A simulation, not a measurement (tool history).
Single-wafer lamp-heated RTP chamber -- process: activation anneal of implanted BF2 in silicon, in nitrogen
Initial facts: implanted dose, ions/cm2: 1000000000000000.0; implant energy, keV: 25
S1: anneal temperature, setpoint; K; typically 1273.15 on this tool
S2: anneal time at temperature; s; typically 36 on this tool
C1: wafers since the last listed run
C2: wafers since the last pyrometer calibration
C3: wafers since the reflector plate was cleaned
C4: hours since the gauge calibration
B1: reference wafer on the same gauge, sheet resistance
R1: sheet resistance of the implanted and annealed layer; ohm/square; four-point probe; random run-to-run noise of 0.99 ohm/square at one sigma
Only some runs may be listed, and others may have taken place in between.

Run 1, day 0: usual settings; C1 0; C2 7257; C3 12191; C4 79.8; B1 159.09. Result: R1 155.48 ohm/square.
Run 2, day 0.538: usual settings; C1 164; C2 7422; C3 12356; C4 92.7; B1 159.15. Result: R1 156.38 ohm/square.
Run 3, day 1.062: usual settings; C1 161; C2 7583; C3 12517; C4 105.3; B1 159.21. Result: R1 156.78 ohm/square.
Run 4, day 1.796: usual settings; C1 225; C2 7808; C3 12742; C4 122.9; B1 158.5. Result: R1 157.05 ohm/square.
Run 5, day 2.346: usual settings; C1 168; C2 7976; C3 12911; C4 136.1; B1 159.1. Result: R1 154.9 ohm/square.
Run 6, day 2.6: usual settings but S2 19 s; C1 77; C2 8054; C3 12989; C4 142.2; B1 158.75. Result: R1 169.81 ohm/square.
Run 7, day 3.029: usual settings but S2 19 s; C1 131; C2 8186; C3 13120; C4 152.5; B1 159.04. Result: R1 167 ohm/square.
Run 8, day 3.429: usual settings; C1 122; C2 8309; C3 13243; C4 162.1; B1 159.18. Result: R1 157.76 ohm/square.
At day 4.146: reflector plate cleaned.
Run 9, day 4.167: usual settings; C1 124; C2 8433; C3 6; C4 179.8; B1 159.42. Result: R1 156.31 ohm/square.
Run 10, day 4.371: usual settings but S2 45 s; C1 62; C2 8496; C3 69; C4 184.7; B1 158.82. Result: R1 152.26 ohm/square.
Run 11, day 4.754: usual settings but S2 45 s; C1 117; C2 8613; C3 187; C4 193.9; B1 158.81. Result: R1 151.92 ohm/square.
Run 12, day 5.867: usual settings but S2 45 s; C1 341; C2 8955; C3 528; C4 220.6; B1 158.82. Result: R1 152.96 ohm/square.
Run 13, day 6.371: usual settings but S2 23 s; C1 154; C2 9109; C3 683; C4 232.7; B1 158.73. Result: R1 164.53 ohm/square.
At day 7.975: pyrometer window cleaned and pyrometer calibrated.
Run 14, day 7.996: usual settings but S1 1253.15 K, S2 45 s; C1 396; C2 6; C3 1079; C4 271.7; B1 158.65. Result: R1 184.48 ohm/square.
At day 8.592: gauge calibrated.
Run 15, day 9.138: usual settings but S1 1293.15 K, S2 26 s; C1 350; C2 356; C3 1430; C4 13.1; B1 159.01. Result: R1 154.62 ohm/square.
Run 16, day 9.433: usual settings but S1 1298.15 K, S2 18 s; C1 90; C2 447; C3 1520; C4 20.2; B1 158.92. Result: R1 157.2 ohm/square.
Run 17, day 10.004: usual settings; C1 175; C2 622; C3 1696; C4 33.9; B1 159.1. Result: R1 163.32 ohm/square.
Run 18, day 10.354: usual settings but S1 1285.15 K, S2 55 s; C1 107; C2 729; C3 1803; C4 42.3; B1 158.77. Result: R1 147.58 ohm/square.
Run 19, day 10.733: usual settings but S2 22 s; C1 116; C2 846; C3 1919; C4 51.4; B1 159.15. Result: R1 170.37 ohm/square.
Run 20, day 10.996: usual settings but S2 19 s; C1 80; C2 926; C3 2000; C4 57.7; B1 158.74. Result: R1 176.18 ohm/square.
Run 21, day 11.308: usual settings but S1 1253.15 K, S2 49 s; C1 95; C2 1022; C3 2096; C4 65.2; B1 159.19. Result: R1 176.08 ohm/square.
Run 22, day 11.575: usual settings but S1 1244.15 K, S2 23 s; C1 81; C2 1104; C3 2178; C4 71.6; B1 158.92. Result: R1 207.03 ohm/square.
Run 23, day 12.308: usual settings but S1 1290.15 K, S2 29 s; C1 225; C2 1329; C3 2403; C4 89.2; B1 159.01. Result: R1 152.15 ohm/square.
Run 24, day 12.575: usual settings but S1 1298.15 K, S2 45 s; C1 81; C2 1411; C3 2484; C4 95.6; B1 159.2. Result: R1 140.65 ohm/square.
Run 25, day 13.158: usual settings but S1 1290.15 K, S2 44 s; C1 179; C2 1590; C3 2663; C4 109.6; B1 158.94. Result: R1 146.16 ohm/square.

Predict each of these 4 candidate next runs independently; none follows another, all start after run 25:
Run A, day 13.175: usual settings but S2 18 s; C1 5; C2 1595; C3 2669; C4 110; B1 ?. Result: R1 ?.
Run B, day 13.175: usual settings but S1 1282.15 K, S2 18 s; C1 5; C2 1595; C3 2669; C4 110; B1 ?. Result: R1 ?.
Run C, day 13.175: usual settings but S1 1281.15 K, S2 43 s; C1 5; C2 1595; C3 2669; C4 110; B1 ?. Result: R1 ?.
Run D, day 13.175: usual settings but S1 1291.15 K, S2 20 s; C1 5; C2 1595; C3 2669; C4 110; B1 ?. Result: R1 ?.

run      B1      R1
  A  159.31  175.03
  B  159.31  166.75
  C  159.31   152.3
  D  159.31  158.02
Take away the tool's hidden state, keep each run's random variation, and the runs would have read:
run      R1
  A  181.62
  B  172.48
  C  157.06
  D  162.68

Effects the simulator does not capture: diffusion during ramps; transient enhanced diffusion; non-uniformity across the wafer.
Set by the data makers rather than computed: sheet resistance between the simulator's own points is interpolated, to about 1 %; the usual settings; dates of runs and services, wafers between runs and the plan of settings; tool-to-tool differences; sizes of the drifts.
